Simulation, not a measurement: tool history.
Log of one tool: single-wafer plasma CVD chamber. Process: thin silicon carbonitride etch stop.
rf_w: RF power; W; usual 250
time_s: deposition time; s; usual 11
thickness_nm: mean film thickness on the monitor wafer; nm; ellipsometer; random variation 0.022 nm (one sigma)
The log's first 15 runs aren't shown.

run	hour	rf_w	time_s	read-back reference wafer on the same gauge, thickness_nm	thickness_nm
16	418	250	9.8	7.088	5.673
17	510	280	11.7	7.091	7.073
18	541.9	210	11	7.087	5.996
19	640.4	250	11	7.097	6.368
# hour 661.6: gauge calibrated
20	669.4	250	11	7.092	6.414
21	682.4	275	10	7.091	6.018
# hour 704.6: thermocouple changed; heater temperature recalibrated
22	754.8	250	13.1	7.095	7.606
# hour 781.9: showerhead replaced
23	782.4	215	11	7.091	6.027
24	802	250	12.9	7.089	7.463
25	825.8	300	9.2	7.099	5.681
26	853.5	270	12.8	7.086	7.609
27	880.5	250	11.6	7.095	6.737
28	893.6	250	11	7.093	6.386
29	921.4	220	10.1	7.086	5.587
30	956.4	205	9.2	7.088	4.976
31	991.9	270	12.8	7.092	7.601
32	1004.2	250	11	7.08	6.342
33	1027.3	265	12.7	7.086	7.535
34	1040.6	250	11.7	7.086	6.791
35	1060.7	250	11	7.09	6.384
36	1078.7	250	11	7.09	6.395
37	1104.5	290	11.8	7.101	7.174

Forecast each of these 3 alternatives for the next run:
A	1104.9	250	12.4	?	?
B	1104.9	230	11	?	?
C	1104.9	270	10.1	?	?

run	read-back reference wafer on the same gauge, thickness_nm	thickness_nm
A	7.096	7.216
B	7.096	6.217
C	7.096	6.036
Without the tool's hidden state the same runs would have given:
run	thickness_nm
A	7.216
B	6.217
C	6.036
